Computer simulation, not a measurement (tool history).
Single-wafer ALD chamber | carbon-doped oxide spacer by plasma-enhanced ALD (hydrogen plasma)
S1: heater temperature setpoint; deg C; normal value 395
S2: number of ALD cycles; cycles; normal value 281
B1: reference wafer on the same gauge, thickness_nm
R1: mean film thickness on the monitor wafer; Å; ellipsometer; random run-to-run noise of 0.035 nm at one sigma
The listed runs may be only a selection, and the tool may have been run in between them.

run	hour	S1	S2	B1	R1
1	0	395	281	16.186	141.7
2	29.3	395	281	16.2	142.4
3	64.7	392	281	16.209	141.79
4	81.9	395	281	16.2	141.86
5	103	395	263	16.211	133.31
6	122.6	395	263	16.224	133.33
7	144	395	281	16.219	142.39
8	167	395	281	16.244	141.67
9	192.7	403	281	16.222	140.8
10	220.7	403	281	16.249	141.2
11	251.8	403	281	16.274	140.98
12	278.9	395	266	16.257	134.43
13	300	395	266	16.272	135.02
# hour 333.3: thermocouple changed; heater temperature recalibrated
14	335.1	388	312	16.29	158.12
15	352.5	395	281	16.308	142.1
16	384.9	395	281	16.317	142.92
17	398.4	395	281	16.318	142.83
18	430.2	404	281	16.337	142.29
19	466.2	404	281	16.381	141.92
20	486.8	405	302	16.369	151.91
21	520.5	395	228	16.41	116.61

What does the tool deliver on the next run?
# hour 550.1: gauge calibrated
22	555.4	399	281	?	?

B1: 16.192
R1: 141.29 Å
If the tool had no hidden condition, the same run with the same run-to-run variation would have returned R1 141.33 Å.
